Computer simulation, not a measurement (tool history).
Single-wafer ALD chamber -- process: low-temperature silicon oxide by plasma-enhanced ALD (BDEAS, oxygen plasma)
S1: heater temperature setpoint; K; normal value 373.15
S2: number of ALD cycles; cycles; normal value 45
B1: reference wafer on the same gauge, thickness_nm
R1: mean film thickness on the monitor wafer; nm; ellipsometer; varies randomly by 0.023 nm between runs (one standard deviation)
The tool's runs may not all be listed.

run,hour,S1,S2,B1,R1
1,0.0,373.15,48,6.746,6.645
2,89.9,373.15,48,6.737,6.643
3,190.2,373.15,41,6.742,5.657
4,282.6,369.15,45,6.733,6.143
5,338.7,373.15,50,6.743,6.747
6,435.3,361.15,45,6.733,6.363
7,532.0,361.15,45,6.731,6.399
8,624.1,361.15,45,6.732,6.438
9,690.9,373.15,45,6.743,6.202
10,751.2,373.15,45,6.750,6.151
11,844.9,373.15,45,6.727,6.179
12,893.5,373.15,45,6.734,6.152
13,965.4,373.15,45,6.740,6.171
14,1039.5,380.15,45,6.759,6.067
15,1093.7,373.15,45,6.743,6.233
16,1142.2,383.15,48,6.730,6.465
17,1180.9,361.15,48,6.744,6.902
18,1260.4,373.15,45,6.748,6.210
19,1362.0,373.15,52,6.748,7.145
20,1453.6,367.15,45,6.742,6.301
21,1560.2,383.15,52,6.731,6.980
22,1597.4,373.15,45,6.734,6.091
23,1683.8,378.15,49,6.751,6.592
24,1736.9,373.15,45,6.739,6.168
25,1784.7,383.15,45,6.744,6.048
26,1849.9,362.15,48,6.738,6.856
27,1937.4,373.15,45,6.757,6.140
28,1973.6,361.15,37,6.743,5.282
29,2062.4,373.15,38,6.748,5.227
30,2131.0,384.15,45,6.746,6.021

Removed from this log: 3 entries logged between the listed runs. Between which two listed runs does each belong, and how does the tool's hidden state at the listed run before it compare with that at the listed run after it?
From run 3 to run 4: thermocouple changed; heater temperature recalibrated (hour 234.5)
  wafer temperature above the value expected at the setpoint (K): -6.55 -> 0.0638
  difference, measured minus the result without the unlogged condition, R1: +0.115 -> -0.002 nm
From run 19 to run 20: gauge calibrated (hour 1395.6)
  wafer temperature above the value expected at the setpoint (K): -5.13 -> -5.22
  difference, measured minus the result without the unlogged condition, R1: +0.115 -> +0.100 nm
From run 20 to run 21: thermocouple changed; heater temperature recalibrated (hour 1472.5)
  wafer temperature above the value expected at the setpoint (K): -5.22 -> -1.62
  difference, measured minus the result without the unlogged condition, R1: +0.100 -> +0.019 nm

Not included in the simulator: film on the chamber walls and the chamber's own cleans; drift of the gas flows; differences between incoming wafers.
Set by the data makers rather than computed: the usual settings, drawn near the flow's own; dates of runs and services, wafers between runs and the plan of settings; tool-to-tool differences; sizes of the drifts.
